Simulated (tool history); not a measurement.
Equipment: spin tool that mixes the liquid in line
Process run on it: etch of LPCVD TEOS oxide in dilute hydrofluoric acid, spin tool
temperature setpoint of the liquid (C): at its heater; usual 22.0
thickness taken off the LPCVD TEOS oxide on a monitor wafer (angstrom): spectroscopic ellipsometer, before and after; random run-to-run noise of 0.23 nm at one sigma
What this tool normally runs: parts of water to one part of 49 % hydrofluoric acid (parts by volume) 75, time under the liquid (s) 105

run,hour,temperature setpoint of the liquid (C),parts of water to one part of 49 % hydrofluoric acid (parts by volume),time under the liquid (s),"read-back film thickness of the LPCVD TEOS oxide reference wafer, read on the same gauge (nm)",thickness taken off the LPCVD TEOS oxide on a monitor wafer (angstrom)
1,0.0,22.0,75,105,49.99,286.8
2,55.6,22.0,75,105,49.98,289.4
# hour 80.1: hydrofluoric acid flow meter replaced
3,84.4,22.0,75,105,50.02,273.3
4,130.4,22.0,75,105,50.03,277.5
5,163.2,22.0,75,105,50.00,275.5
6,224.9,22.0,75,105,50.00,271.3
7,280.4,22.0,75,105,50.02,273.4
# hour 282.0: thermometer replaced
8,340.4,22.0,75,105,50.02,307.8
9,378.2,22.0,85,75,50.02,193.1
10,434.3,22.0,75,105,50.03,308.3
# hour 464.1: hydrofluoric acid flow meter replaced
11,494.2,27.0,45,165,49.97,989.8
# hour 553.6: gauge calibrated
12,555.4,26.0,85,50,49.99,140.6
13,596.6,26.0,75,105,50.01,344.1
14,636.1,22.0,75,105,50.00,286.9
15,702.2,26.0,75,40,50.03,130.9
16,792.3,25.0,55,130,49.99,567.1
# hour 834.9: hydrofluoric acid flow meter replaced
17,862.7,23.5,50,125,50.02,547.9
18,907.5,22.0,75,105,50.01,283.9

A few steps of thickness taken off the LPCVD TEOS oxide on a monitor wafer (angstrom) between consecutive runs. Split each: what settings, incoming material and random variation would produce without the hidden state, and what is left over for the hidden state, along with gauge scatter present in only one of the two compared results (measured, and without hidden state):
The tool's hidden condition here consists of: liquid colder than its thermometer reads (K); hydrofluoric acid flow above the setpoint (%); gauge reads high (%).
Run 7 -> 8: thermometer replaced. thickness taken off the LPCVD TEOS oxide on a monitor wafer (angstrom) +34.4: hidden state +30.1, all else +4.3.
Run 11 -> 12: temperature setpoint of the liquid (C) 27.0 -> 26.0, parts of water to one part of 49 % hydrofluoric acid (parts by volume) 45 -> 85, time under the liquid (s) 165 -> 50, gauge calibrated. thickness taken off the LPCVD TEOS oxide on a monitor wafer (angstrom) -849.2: hidden state +17.6, all else -866.8.

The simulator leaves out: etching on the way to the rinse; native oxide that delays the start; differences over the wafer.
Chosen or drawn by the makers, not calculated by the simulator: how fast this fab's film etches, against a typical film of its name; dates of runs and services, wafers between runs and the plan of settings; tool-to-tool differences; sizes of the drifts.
